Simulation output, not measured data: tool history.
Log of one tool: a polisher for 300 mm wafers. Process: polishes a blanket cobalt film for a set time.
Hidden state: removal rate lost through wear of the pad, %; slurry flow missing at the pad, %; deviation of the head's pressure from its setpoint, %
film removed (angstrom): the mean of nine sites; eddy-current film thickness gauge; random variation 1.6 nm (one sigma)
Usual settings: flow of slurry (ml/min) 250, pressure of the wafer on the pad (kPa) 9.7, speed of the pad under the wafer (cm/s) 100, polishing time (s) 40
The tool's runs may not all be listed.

| run | hour | flow of slurry (ml/min) | pressure of the wafer on the pad (kPa) | speed of the pad under the wafer (cm/s) | polishing time (s) | wafers since the last listed run | wafers polished on this pad | hours since the slurry nozzle was cleaned | hours since the head pressure was calibrated | incoming thickness of the incoming film, nm | film removed (angstrom) |
|---|---|---|---|---|---|---|---|---|---|---|---|
| 1 | 0.0 | 320 | 9.7 | 100 | 40 | 0 | 5510 | 268.0 | 210.3 | 803.3 | 1181 |
|  | 96.0 | worn pad replaced by a new one |
| 2 | 96.5 | 320 | 9.7 | 100 | 40 | 1092 | 6 | 364.5 | 306.8 | 802.1 | 1305 |
| 3 | 191.7 | 180 | 9.7 | 100 | 40 | 1124 | 1130 | 459.7 | 402.0 | 808.3 | 1187 |
|  | 211.0 | slurry nozzle cleaned |
| 4 | 228.0 | 250 | 9.7 | 82 | 40 | 416 | 1547 | 17.0 | 438.3 | 814.2 | 1008 |
| 5 | 302.2 | 250 | 9.7 | 100 | 40 | 876 | 2423 | 91.2 | 512.5 | 812.9 | 1190 |
| 6 | 400.9 | 250 | 9.7 | 100 | 40 | 1165 | 3589 | 189.9 | 611.2 | 800.8 | 1157 |
| 7 | 491.0 | 250 | 9.7 | 100 | 40 | 1064 | 4653 | 280.0 | 701.3 | 814.9 | 1136 |
| 8 | 597.4 | 250 | 9.7 | 100 | 40 | 1256 | 5909 | 386.4 | 807.7 | 809.5 | 1118 |
| 9 | 685.3 | 250 | 9.7 | 78 | 40 | 1038 | 6947 | 474.3 | 895.6 | 819.7 | 850 |
|  | 705.6 | head pressure recalibrated |
|  | 719.3 | worn pad replaced by a new one |
| 10 | 725.6 | 250 | 9.7 | 78 | 40 | 405 | 74 | 514.6 | 20.0 | 809.3 | 1009 |
|  | 733.0 | slurry nozzle cleaned |
| 11 | 771.5 | 250 | 9.7 | 78 | 40 | 530 | 604 | 38.5 | 65.9 | 804.0 | 982 |
| 12 | 814.8 | 250 | 9.7 | 100 | 40 | 511 | 1116 | 81.8 | 109.2 | 795.8 | 1233 |
| 13 | 1135.3 | 250 | 9.7 | 100 | 40 | 3784 | 4901 | 402.3 | 429.7 | 799.2 | 1148 |
| 14 | 1184.1 | 250 | 9.7 | 100 | 40 | 576 | 5477 | 451.1 | 478.5 | 810.7 | 1132 |
|  | 1273.8 | worn pad replaced by a new one |
| 15 | 1290.1 | 230 | 9.7 | 100 | 40 | 1204 | 192 | 557.1 | 584.5 | 818.1 | 1254 |
|  | 1366.5 | slurry nozzle cleaned |
| 16 | 1380.4 | 230 | 9.7 | 100 | 40 | 1054 | 1247 | 13.9 | 674.8 | 811.1 | 1237 |
| 17 | 1464.4 | 250 | 7.6 | 100 | 40 | 991 | 2239 | 97.9 | 758.8 | 816.5 | 1044 |
| 18 | 1514.7 | 250 | 9.7 | 100 | 49 | 594 | 2833 | 148.2 | 809.1 | 801.6 | 1492 |
| 19 | 1620.5 | 285 | 7.6 | 100 | 40 | 1249 | 4082 | 254.0 | 914.9 | 806.1 | 1035 |
| 20 | 1673.3 | 275 | 9.7 | 100 | 53 | 623 | 4706 | 306.8 | 967.7 | 812.5 | 1550 |
|  | 1728.3 | head pressure recalibrated |
| 21 | 1738.6 | 250 | 9.7 | 118 | 40 | 747 | 5453 | 372.1 | 10.3 | 828.5 | 1368 |
| 22 | 1785.7 | 225 | 9.7 | 100 | 52 | 556 | 6010 | 419.2 | 57.4 | 809.3 | 1450 |
|  | 1802.3 | worn pad replaced by a new one |
| 23 | 1865.9 | 250 | 9.7 | 100 | 40 | 899 | 751 | 499.4 | 137.6 | 803.0 | 1229 |
|  | 1872.5 | slurry nozzle cleaned |
| 24 | 2168.2 | 300 | 9.7 | 100 | 40 | 3558 | 4309 | 295.7 | 439.9 | 814.6 | 1208 |
| 25 | 2231.9 | 250 | 11.0 | 100 | 40 | 752 | 5061 | 359.4 | 503.6 | 798.0 | 1236 |
| 26 | 2287.3 | 250 | 9.7 | 100 | 40 | 654 | 5716 | 414.8 | 559.0 | 800.9 | 1132 |
|  | 2309.3 | worn pad replaced by a new one |
| 27 | 2346.6 | 200 | 11.0 | 122 | 44 | 653 | 439 | 474.1 | 618.3 | 814.4 | 1854 |
| 28 | 2390.1 | 250 | 9.7 | 100 | 40 | 513 | 953 | 517.6 | 661.8 | 806.0 | 1224 |

Forecast run 29:
|  | 2440.0 | slurry nozzle cleaned |
| 29 | 2452.0 | 200 | 11.0 | 122 | 44 | 719 | 1672 | 12.0 | 723.7 | 819.2 | ? |

{"run 29": {"film removed (angstrom)": 1796}}
Without the tool's hidden state the same run would have given film removed (angstrom) 1870.

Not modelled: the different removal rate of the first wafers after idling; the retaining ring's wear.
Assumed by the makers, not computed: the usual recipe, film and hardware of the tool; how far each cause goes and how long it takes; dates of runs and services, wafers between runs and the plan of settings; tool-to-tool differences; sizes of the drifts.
